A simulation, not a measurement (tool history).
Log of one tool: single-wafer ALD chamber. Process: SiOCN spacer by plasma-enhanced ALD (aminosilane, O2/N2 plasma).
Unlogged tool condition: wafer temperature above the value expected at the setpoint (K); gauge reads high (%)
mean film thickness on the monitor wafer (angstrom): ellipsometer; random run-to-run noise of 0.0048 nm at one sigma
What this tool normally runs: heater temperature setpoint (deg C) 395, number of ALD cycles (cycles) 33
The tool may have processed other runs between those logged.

run,day,heater temperature setpoint (deg C),number of ALD cycles (cycles),wafers since the last listed run,hours since the last thermocouple change,hours since the gauge calibration,"read-back reference wafer on the same gauge, thickness_nm",mean film thickness on the monitor wafer (angstrom)
1,0,395,33,0,1973.2,277,2.01,18.94
2,2.433,395,33,541,2031.6,335.4,2.008,18.9
3,3.471,395,33,230,2056.5,360.3,2.006,18.95
4,4.658,395,33,264,2085,388.8,2.004,18.93
5,9.096,395,33,987,2191.5,495.3,1.996,18.86
6,9.612,395,33,114,2203.9,507.7,1.995,18.86
7,10.917,395,33,290,2235.2,539,1.992,18.85
8,12.2,395,33,285,2266,569.8,1.989,18.8
9,13.342,395,33,254,2293.4,597.2,1.986,18.86
10,14.088,395,33,165,2311.3,615.1,1.983,18.8
11,15.554,395,33,326,2346.5,650.3,1.98,18.66
12,16.675,395,33,249,2373.4,677.2,1.976,18.71
# day 17.425: gauge calibrated
13,17.65,395,33,216,2396.8,5.4,2.024,19.12
14,18.812,395,33,258,2424.7,33.3,2.026,19.12
15,19.958,406,36,254,2452.2,60.8,2.024,20.51
16,21.429,406,36,327,2487.5,96.1,2.025,20.48
17,22.312,401,36,196,2508.7,117.3,2.023,20.81
18,23.762,395,33,322,2543.5,152.1,2.022,19.08
19,24.562,384,38,178,2562.7,171.3,2.021,22.11
# day 25.675: thermocouple changed; heater temperature recalibrated
20,25.725,386,36,184,1.2,199.2,2.02,20.81
21,26.658,387,28,207,23.6,221.6,2.019,16.25
22,28.004,395,27,299,55.9,253.9,2.019,15.57
23,28.854,395,33,189,76.3,274.3,2.017,19.07
24,29.842,400,35,219,100,298,2.016,20.23
25,30.679,408,33,186,120.1,318.1,2.015,18.66
26,31.958,385,30,284,150.8,348.8,2.013,17.3
27,32.867,405,36,202,172.6,370.6,2.01,20.51
28,33.983,390,31,248,199.4,397.4,2.009,17.9
29,35.479,386,37,332,235.3,433.3,2.007,21.23
30,36.629,395,27,255,262.9,460.9,2.005,15.53
31,39.529,395,36,645,332.5,530.5,1.998,20.67
32,40.85,395,33,293,364.2,562.2,1.995,18.91
33,41.758,387,29,202,386,584,1.992,16.55

Consider 3 possible next runs. They are alternatives, not a sequence: every one starts from the tool as it was left by run 33. What does each give?
A,41.779,395,33,4,386.5,584.5,?,?
B,41.779,395,38,4,386.5,584.5,?,?
C,41.779,386,33,4,386.5,584.5,?,?

run,"read-back reference wafer on the same gauge, thickness_nm",mean film thickness on the monitor wafer (angstrom)
A,1.994,18.83
B,1.994,21.69
C,1.994,18.83
Take away the tool's hidden state, keep each run's random variation, and the runs would have read:
run,mean film thickness on the monitor wafer (angstrom)
A,19.09
B,21.99
C,19.09

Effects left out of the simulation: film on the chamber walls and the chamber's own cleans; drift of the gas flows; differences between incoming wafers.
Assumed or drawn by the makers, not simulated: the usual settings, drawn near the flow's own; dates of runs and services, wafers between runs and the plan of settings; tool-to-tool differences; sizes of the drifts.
